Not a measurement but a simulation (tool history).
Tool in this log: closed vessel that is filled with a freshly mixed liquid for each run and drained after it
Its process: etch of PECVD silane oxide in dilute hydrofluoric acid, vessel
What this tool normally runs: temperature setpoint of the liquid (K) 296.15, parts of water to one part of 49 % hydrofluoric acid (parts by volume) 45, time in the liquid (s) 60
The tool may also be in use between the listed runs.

| run | hour | temperature setpoint of the liquid (K) | parts of water to one part of 49 % hydrofluoric acid (parts by volume) | time in the liquid (s) | read-back film thickness of the PECVD silane oxide reference wafer, read on the same gauge (nm) | thickness taken off the PECVD silane oxide on a monitor wafer (Å) |
|---|---|---|---|---|---|---|
| 1 | 0 | 294.65 | 45 | 50 | 150 | 267.4 |
| 2 | 73.7 | 294.65 | 45 | 50 | 150.02 | 269.1 |
| 3 | 144.1 | 294.65 | 45 | 50 | 150 | 266.4 |
|  | 181.4 | hydrofluoric acid flow meter replaced |
| 4 | 232.6 | 296.15 | 50 | 60 | 150.03 | 302.7 |
| 5 | 470.8 | 296.15 | 45 | 60 | 149.98 | 339.3 |
| 6 | 549.6 | 296.15 | 55 | 60 | 150.02 | 272.6 |
|  | 612.4 | gauge calibrated |
| 7 | 650.1 | 296.15 | 45 | 85 | 150.01 | 476 |
| 8 | 714.3 | 296.15 | 45 | 85 | 149.98 | 475.2 |
| 9 | 791.7 | 296.15 | 45 | 60 | 150.05 | 335.6 |
|  | 855 | thermometer replaced |
| 10 | 868.5 | 296.15 | 45 | 60 | 150.01 | 355 |
| 11 | 910.1 | 296.15 | 25 | 85 | 150.02 | 929.8 |
| 12 | 1015.5 | 297.65 | 45 | 75 | 149.99 | 468.1 |
|  | 1021.3 | hydrofluoric acid flow meter replaced |
| 13 | 1111.9 | 300.15 | 40 | 30 | 150 | 236.4 |
| 14 | 1187 | 293.65 | 45 | 60 | 150.04 | 317.8 |
| 15 | 1234.5 | 296.15 | 45 | 60 | 150 | 351.8 |
| 16 | 1335.7 | 292.15 | 35 | 80 | 150.01 | 512.3 |
| 17 | 1424.7 | 296.15 | 45 | 60 | 149.99 | 348.8 |
| 18 | 1505.7 | 293.15 | 60 | 90 | 150.02 | 338.8 |

5 ways to go on from here, each from the tool as it stands after run 18. What would each give?
| A | 1506.4 | 292.65 | 45 | 60 | ? | ? |
| B | 1506.4 | 299.15 | 60 | 60 | ? | ? |
| C | 1506.4 | 292.15 | 60 | 40 | ? | ? |
| D | 1506.4 | 298.65 | 45 | 60 | ? | ? |
| E | 1506.4 | 296.15 | 35 | 60 | ? | ? |

| run | read-back film thickness of the PECVD silane oxide reference wafer, read on the same gauge (nm) | thickness taken off the PECVD silane oxide on a monitor wafer (Å) |
|---|---|---|
| A | 149.98 | 301.8 |
| B | 149.98 | 291.3 |
| C | 149.98 | 145.2 |
| D | 149.98 | 388.4 |
| E | 149.98 | 456 |
Without the tool's hidden state the same runs would have given:
| run | thickness taken off the PECVD silane oxide on a monitor wafer (Å) |
|---|---|
| A | 312.2 |
| B | 300.8 |
| C | 150.1 |
| D | 401.2 |
| E | 471.4 |
